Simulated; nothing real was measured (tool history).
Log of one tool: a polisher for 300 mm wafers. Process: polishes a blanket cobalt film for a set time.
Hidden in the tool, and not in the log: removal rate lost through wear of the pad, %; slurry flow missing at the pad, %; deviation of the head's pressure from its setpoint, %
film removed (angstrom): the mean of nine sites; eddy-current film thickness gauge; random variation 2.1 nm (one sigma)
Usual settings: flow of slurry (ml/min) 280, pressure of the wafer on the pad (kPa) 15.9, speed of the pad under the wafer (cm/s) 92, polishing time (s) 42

run,day,flow of slurry (ml/min),pressure of the wafer on the pad (kPa),speed of the pad under the wafer (cm/s),polishing time (s),wafers since the last listed run,wafers polished on this pad,hours since the slurry nozzle was cleaned,hours since the head pressure was calibrated,"incoming thickness of the incoming film, nm",film removed (angstrom)
1,0.000,220,15.9,92,42,0,495,147.2,989.6,629.1,2097
2,0.654,220,15.9,92,42,243,739,162.9,1005.3,647.1,2060
3,1.875,280,15.9,92,42,455,1194,192.2,1034.6,631.4,2081
# day 2.071: worn pad replaced by a new one
4,3.067,280,15.9,92,42,382,371,220.8,1063.2,641.4,2153
5,3.683,280,15.9,92,42,229,601,235.6,1078.0,639.1,2133
6,4.504,280,15.9,92,42,306,907,255.3,1097.7,633.7,2090
# day 5.742: worn pad replaced by a new one
7,5.883,280,15.9,92,42,452,52,288.4,1130.8,651.6,2219
# day 6.542: head pressure recalibrated
8,6.838,280,15.9,92,42,324,377,311.3,7.1,638.0,2128
9,7.342,280,15.9,62,38,187,565,323.4,19.2,642.8,1278
10,8.400,280,15.9,62,38,394,959,348.8,44.6,631.9,1252
# day 8.450: slurry nozzle cleaned
# day 9.221: worn pad replaced by a new one
11,9.825,360,13.1,66,49,453,224,33.0,78.8,633.2,1604
12,10.542,280,15.9,68,42,267,491,50.2,96.0,640.9,1626
13,11.633,330,11.0,92,42,407,898,76.4,122.2,644.0,1527
# day 12.688: worn pad replaced by a new one
14,12.842,280,13.8,92,42,388,57,105.4,151.2,647.4,1997
15,14.017,280,13.1,92,50,438,495,133.6,179.4,632.9,2156
16,15.408,235,20.7,74,30,518,1013,167.0,212.8,626.4,1566
# day 15.888: worn pad replaced by a new one
17,16.162,280,15.9,92,42,219,101,185.1,230.9,634.7,2290

Forecast each of these 4 alternatives for the next run:
A,16.179,280,15.9,92,42,6,108,185.5,231.3,634.3,?
B,16.179,280,21.4,60,42,6,108,185.5,231.3,634.3,?
C,16.179,235,15.9,82,53,6,108,185.5,231.3,634.3,?
D,16.179,180,12.4,122,42,6,108,185.5,231.3,634.3,?

run,film removed (angstrom)
A,2231
B,1961
C,2463
D,2203
Without the tool's hidden state the same runs would have given:
run,film removed (angstrom)
A,2362
B,2076
C,2621
D,2363
